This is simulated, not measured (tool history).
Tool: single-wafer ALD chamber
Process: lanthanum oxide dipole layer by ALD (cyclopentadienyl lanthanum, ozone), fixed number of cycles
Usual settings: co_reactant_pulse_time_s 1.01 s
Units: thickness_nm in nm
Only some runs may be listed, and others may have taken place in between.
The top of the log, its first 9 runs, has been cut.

run,hour,co_reactant_pulse_time_s,"read-back reference wafer on the same gauge, thickness_nm",thickness_nm
10,243.7,1.01,0.39,0.476
11,272.3,1.01,0.389,0.473
12,292.5,1.01,0.389,0.474
# hour 334.9: showerhead replaced
13,335.4,1.01,0.389,0.472
14,356.1,0.86,0.389,0.451
15,374.8,1.29,0.388,0.499
16,394,1.28,0.388,0.498
17,426.6,1.41,0.388,0.508
18,454.3,1.31,0.388,0.502
19,484.2,0.65,0.387,0.411
20,504.6,1.14,0.387,0.483
21,529.1,1.27,0.387,0.498
22,549.9,0.64,0.387,0.406
23,567.5,1.23,0.387,0.494
24,593.6,0.62,0.386,0.402
25,611.4,1.01,0.386,0.469
26,634.4,1.19,0.386,0.486
27,647,0.85,0.386,0.448
# hour 697: thermocouple changed; heater temperature recalibrated
28,744.9,0.72,0.385,0.424
29,771.3,0.68,0.385,0.414
30,829.9,1.01,0.384,0.467
31,862.7,1.41,0.384,0.505
32,898.4,0.72,0.384,0.42
33,924.7,1.01,0.383,0.468
34,951.9,1.35,0.383,0.497

4 options for the next run, each taken on its own from the tool as it stands now. Forecast them:
A,952.3,0.71,?,?
B,952.3,0.79,?,?
C,952.3,0.61,?,?
D,952.3,1.32,?,?

run,"read-back reference wafer on the same gauge, thickness_nm",thickness_nm
A,0.383,0.419
B,0.383,0.435
C,0.383,0.397
D,0.383,0.497
Without the tool's hidden state the same runs would have given:
run,thickness_nm
A,0.426
B,0.441
C,0.403
D,0.505

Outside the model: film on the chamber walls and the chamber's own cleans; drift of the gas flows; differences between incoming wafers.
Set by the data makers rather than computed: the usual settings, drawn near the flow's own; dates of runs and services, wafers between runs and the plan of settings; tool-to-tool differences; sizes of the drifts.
